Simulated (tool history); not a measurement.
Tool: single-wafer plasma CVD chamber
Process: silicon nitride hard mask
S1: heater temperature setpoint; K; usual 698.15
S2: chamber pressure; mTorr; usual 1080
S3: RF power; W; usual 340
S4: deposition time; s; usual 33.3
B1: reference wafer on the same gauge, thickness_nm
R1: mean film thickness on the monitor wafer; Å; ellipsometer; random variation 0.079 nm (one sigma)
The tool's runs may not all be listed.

run 1 hour=0 | S1=687.15 S2=1080 S3=340 S4=33.3 | B1=31.796 | R1=385.31
run 2 hour=23.9 | S1=687.15 S2=1080 S3=340 S4=33.3 | B1=31.8 | R1=386.64
run 3 hour=38.9 | S1=698.15 S2=1080 S3=340 S4=33.3 | B1=31.81 | R1=383.63
run 4 hour=50.6 | S1=698.15 S2=1080 S3=340 S4=33.3 | B1=31.782 | R1=384.89
run 5 hour=65.6 | S1=698.15 S2=1080 S3=340 S4=33.3 | B1=31.804 | R1=385.14
run 6 hour=73.8 | S1=698.15 S2=1080 S3=340 S4=30.8 | B1=31.801 | R1=356.35
run 7 hour=80.6 | S1=698.15 S2=1080 S3=340 S4=30.8 | B1=31.812 | R1=354.94
run 8 hour=90.8 | S1=698.15 S2=1080 S3=340 S4=31.2 | B1=31.782 | R1=360.6
run 9 hour=98.1 | S1=698.15 S2=1000 S3=390 S4=33.3 | B1=31.807 | R1=408.24
run 10 hour=110.7 | S1=698.15 S2=1080 S3=340 S4=33.3 | B1=31.794 | R1=384.03
run 11 hour=123.8 | S1=687.15 S2=1080 S3=340 S4=33.3 | B1=31.798 | R1=385.33
run 12 hour=133 | S1=698.15 S2=1080 S3=340 S4=33.3 | B1=31.805 | R1=384.14
run 13 hour=148.5 | S1=698.15 S2=1080 S3=340 S4=33.3 | B1=31.808 | R1=384.3
run 14 hour=159.2 | S1=698.15 S2=1080 S3=385 S4=33.3 | B1=31.805 | R1=416.72
run 15 hour=173.7 | S1=698.15 S2=1080 S3=310 S4=28.6 | B1=31.796 | R1=310.95
run 16 hour=185.5 | S1=707.15 S2=1080 S3=340 S4=37.2 | B1=31.803 | R1=428.37
run 17 hour=233.8 | S1=692.15 S2=930 S3=395 S4=27.2 | B1=31.792 | R1=328.37
run 18 hour=247.5 | S1=698.15 S2=1080 S3=340 S4=33.3 | B1=31.8 | R1=383.68
run 19 hour=257.4 | S1=698.15 S2=1080 S3=340 S4=39.4 | B1=31.792 | R1=455.42
run 20 hour=269.5 | S1=711.15 S2=930 S3=405 S4=33.3 | B1=31.801 | R1=401.66
run 21 hour=285.9 | S1=698.15 S2=1080 S3=305 S4=26.6 | B1=31.799 | R1=284.93
run 22 hour=293 | S1=698.15 S2=1080 S3=340 S4=33.3 | B1=31.797 | R1=383.25
run 23 hour=307.2 | S1=698.15 S2=1080 S3=360 S4=33.3 | B1=31.813 | R1=399.16
run 24 hour=324.6 | S1=688.15 S2=1080 S3=380 S4=33.3 | B1=31.785 | R1=414.54
run 25 hour=334.8 | S1=698.15 S2=820 S3=340 S4=33.3 | B1=31.797 | R1=344.81
run 26 hour=349.6 | S1=698.15 S2=1080 S3=340 S4=33.3 | B1=31.805 | R1=384.3
run 27 hour=365.5 | S1=693.15 S2=1080 S3=340 S4=30.4 | B1=31.803 | R1=352.77
run 28 hour=382.9 | S1=698.15 S2=1080 S3=340 S4=33.3 | B1=31.798 | R1=383.93

Not shown: 5 entries that the log had between the listed runs. Between which runs, and how does the tool's hidden state differ before and after?
Between runs 1 and 2: capacitance manometer re-zeroed and calibrated (hour 15.2)
  no hidden state differs between the two runs
Between runs 16 and 17: gauge calibrated (hour 223); thermocouple changed; heater temperature recalibrated (hour 233.3)
  no hidden state differs between the two runs
Between runs 17 and 18: showerhead replaced (hour 247)
  no hidden state differs between the two runs
Between runs 18 and 19: RF generator calibrated (hour 256.9)
  no hidden state differs between the two runs
